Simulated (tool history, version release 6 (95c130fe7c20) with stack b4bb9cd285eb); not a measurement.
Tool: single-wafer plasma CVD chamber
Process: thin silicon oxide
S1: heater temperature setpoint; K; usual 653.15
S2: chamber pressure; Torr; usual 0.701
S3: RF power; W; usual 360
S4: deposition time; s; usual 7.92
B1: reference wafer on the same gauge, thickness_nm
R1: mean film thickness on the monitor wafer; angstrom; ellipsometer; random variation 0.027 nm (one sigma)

run 1 hour=0.0 | S1=653.15 S2=0.701 S3=360 S4=7.92 | B1=11.098 | R1=132.68
-- hour=11.7 thermocouple changed; heater temperature recalibrated
run 2 hour=12.2 | S1=653.15 S2=0.701 S3=360 S4=7.92 | B1=11.104 | R1=132.33
run 3 hour=17.7 | S1=653.15 S2=0.701 S3=360 S4=7.92 | B1=11.101 | R1=132.65
run 4 hour=30.7 | S1=653.15 S2=0.701 S3=360 S4=7.92 | B1=11.093 | R1=132.41
run 5 hour=48.0 | S1=653.15 S2=0.701 S3=360 S4=7.92 | B1=11.094 | R1=132.53
run 6 hour=57.7 | S1=660.15 S2=0.602 S3=360 S4=9.28 | B1=11.109 | R1=143.69
-- hour=67.2 showerhead replaced
run 7 hour=68.1 | S1=653.15 S2=0.701 S3=360 S4=7.92 | B1=11.096 | R1=132.23
run 8 hour=81.3 | S1=668.15 S2=0.701 S3=360 S4=7.92 | B1=11.098 | R1=131.20
-- hour=83.6 gauge calibrated
run 9 hour=92.5 | S1=653.15 S2=0.701 S3=360 S4=7.92 | B1=11.103 | R1=132.57
run 10 hour=107.5 | S1=641.15 S2=0.701 S3=295 S4=7.92 | B1=11.099 | R1=121.96
run 11 hour=115.0 | S1=662.15 S2=0.701 S3=290 S4=7.92 | B1=11.101 | R1=119.18
run 12 hour=121.8 | S1=653.15 S2=0.701 S3=360 S4=9.19 | B1=11.098 | R1=154.32
run 13 hour=131.3 | S1=653.15 S2=0.590 S3=330 S4=7.92 | B1=11.105 | R1=117.34
-- hour=146.1 RF generator calibrated
run 14 hour=146.7 | S1=658.15 S2=0.701 S3=390 S4=7.92 | B1=11.105 | R1=141.91
run 15 hour=156.3 | S1=653.15 S2=0.654 S3=325 S4=6.89 | B1=11.103 | R1=111.00
run 16 hour=163.3 | S1=653.15 S2=0.848 S3=385 S4=9.28 | B1=11.087 | R1=183.20
run 17 hour=174.3 | S1=649.15 S2=0.651 S3=360 S4=8.51 | B1=11.092 | R1=142.94
run 18 hour=188.0 | S1=653.15 S2=0.757 S3=360 S4=7.43 | B1=11.104 | R1=135.04
run 19 hour=196.3 | S1=653.15 S2=0.701 S3=360 S4=6.35 | B1=11.097 | R1=110.22
-- hour=205.8 capacitance manometer re-zeroed and calibrated
run 20 hour=206.3 | S1=653.15 S2=0.701 S3=360 S4=7.92 | B1=11.101 | R1=133.93
run 21 hour=211.8 | S1=653.15 S2=0.701 S3=360 S4=7.92 | B1=11.085 | R1=133.71
run 22 hour=218.3 | S1=653.15 S2=0.701 S3=360 S4=8.43 | B1=11.105 | R1=142.38
run 23 hour=224.7 | S1=657.15 S2=0.578 S3=330 S4=9.20 | B1=11.109 | R1=134.80
run 24 hour=238.4 | S1=653.15 S2=0.701 S3=360 S4=7.92 | B1=11.089 | R1=133.57
run 25 hour=246.8 | S1=647.15 S2=0.838 S3=385 S4=7.43 | B1=11.100 | R1=142.24
run 26 hour=295.2 | S1=653.15 S2=0.591 S3=425 S4=7.05 | B1=11.109 | R1=116.29
run 27 hour=304.7 | S1=653.15 S2=0.701 S3=360 S4=6.46 | B1=11.099 | R1=108.82
run 28 hour=349.7 | S1=665.15 S2=0.826 S3=410 S4=7.92 | B1=11.106 | R1=151.22

5 ways to go on from here, each from the tool as it stands after run 28. What would each give?
run A hour=350.1 | S1=653.15 S2=0.701 S3=360 S4=7.92 | B1=? | R1=?
run B hour=350.1 | S1=658.15 S2=0.701 S3=360 S4=7.92 | B1=? | R1=?
run C hour=350.1 | S1=641.15 S2=0.554 S3=360 S4=8.76 | B1=? | R1=?
run D hour=350.1 | S1=643.15 S2=0.701 S3=390 S4=9.27 | B1=? | R1=?
run E hour=350.1 | S1=668.15 S2=0.543 S3=410 S4=6.92 | B1=? | R1=?

run=A B1=11.084 R1=132.60
run=B B1=11.084 R1=132.21
run=C B1=11.084 R1=131.22
run=D B1=11.084 R1=161.25
run=E B1=11.084 R1=106.55
Without the tool's hidden state the same runs would have given:
run=A R1=134.03
run=B R1=133.64
run=C R1=132.60
run=D R1=162.79
run=E R1=107.54

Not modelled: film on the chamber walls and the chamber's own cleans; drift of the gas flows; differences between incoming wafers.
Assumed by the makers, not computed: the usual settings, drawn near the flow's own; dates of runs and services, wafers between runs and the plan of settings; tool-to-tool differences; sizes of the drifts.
